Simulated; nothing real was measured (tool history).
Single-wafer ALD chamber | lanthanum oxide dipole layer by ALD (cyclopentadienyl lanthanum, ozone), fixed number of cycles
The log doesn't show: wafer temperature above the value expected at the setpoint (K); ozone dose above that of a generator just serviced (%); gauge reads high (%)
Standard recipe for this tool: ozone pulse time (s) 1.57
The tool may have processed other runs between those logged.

run	hour	ozone pulse time (s)	wafers since the last listed run	hours since the last thermocouple change	hours since the last ozone generator service	hours since the showerhead was replaced	hours since the gauge calibration	read-back reference wafer on the same gauge, thickness_nm	mean film thickness on the monitor wafer (angstrom)
1	0.0	1.23	0	2278.1	63.7	2975.5	190.2	0.462	4.97
2	53.1	1.57	1104	2331.2	116.8	3028.6	243.3	0.462	5.26
3	120.0	1.57	1391	2398.1	183.7	3095.5	310.2	0.463	5.26
4	184.3	1.57	1337	2462.4	248.0	3159.8	374.5	0.463	5.25
5	235.2	1.57	1058	2513.3	298.9	3210.7	425.4	0.463	5.29
6	293.3	1.57	1208	2571.4	357.0	3268.8	483.5	0.462	5.27
7	317.4	1.57	501	2595.5	381.1	3292.9	507.6	0.462	5.17
8	360.6	1.57	898	2638.7	424.3	3336.1	550.8	0.462	5.17
9	411.3	1.57	1054	2689.4	475.0	3386.8	601.5	0.462	5.20
10	462.5	1.07	1064	2740.6	526.2	3438.0	652.7	0.462	4.59
11	487.1	1.07	511	2765.2	550.8	3462.6	677.3	0.463	4.55
12	514.3	1.30	565	2792.4	578.0	3489.8	704.5	0.462	4.99
13	579.5	1.30	1355	2857.6	643.2	3555.0	769.7	0.461	4.92
# hour 645.8: showerhead replaced
14	646.5	1.30	1226	2924.6	710.2	0.7	836.7	0.462	4.90
15	716.8	1.17	1461	2994.9	780.5	71.0	907.0	0.462	4.72
16	757.6	1.09	848	3035.7	821.3	111.8	947.8	0.463	4.54
# hour 772.6: gauge calibrated
17	812.7	1.35	1145	3090.8	876.4	166.9	40.1	0.462	4.93
18	837.6	1.97	517	3115.7	901.3	191.8	65.0	0.461	5.35
# hour 901.9: thermocouple changed; heater temperature recalibrated
19	902.4	2.18	1181	0.5	966.1	256.6	129.8	0.461	5.45
# hour 936.8: ozone generator serviced
20	941.4	1.75	644	39.5	4.6	295.6	168.8	0.461	5.02
21	1012.3	1.57	1474	110.4	75.5	366.5	239.7	0.463	4.79
22	1070.7	1.91	1214	168.8	133.9	424.9	298.1	0.462	5.13
23	1135.3	1.40	1343	233.4	198.5	489.5	362.7	0.463	4.52
24	1193.2	1.81	1204	291.3	256.4	547.4	420.6	0.462	4.94
25	1235.4	1.92	877	333.5	298.6	589.6	462.8	0.462	5.10
26	1285.4	1.57	1039	383.5	348.6	639.6	512.8	0.462	4.66
27	1319.5	1.96	709	417.6	382.7	673.7	546.9	0.461	5.01
# hour 1352.7: ozone generator serviced, repeated, since the last time left the tool worse
28	1371.8	1.84	921	469.9	19.1	726.0	599.2	0.462	5.42
29	1406.2	1.89	715	504.3	53.5	760.4	633.6	0.462	5.43
30	1464.8	1.25	1218	562.9	112.1	819.0	692.2	0.462	4.98
31	1508.6	1.57	910	606.7	155.9	862.8	736.0	0.463	5.31

For run 32, what comes out?
32	1572.1	1.86	1320	670.2	219.4	926.3	799.5	?	?

read-back reference wafer on the same gauge, thickness_nm: 0.461
mean film thickness on the monitor wafer (angstrom): 5.41
If the tool had no hidden condition, the same run with the same run-to-run variation would have returned mean film thickness on the monitor wafer (angstrom) 5.44.

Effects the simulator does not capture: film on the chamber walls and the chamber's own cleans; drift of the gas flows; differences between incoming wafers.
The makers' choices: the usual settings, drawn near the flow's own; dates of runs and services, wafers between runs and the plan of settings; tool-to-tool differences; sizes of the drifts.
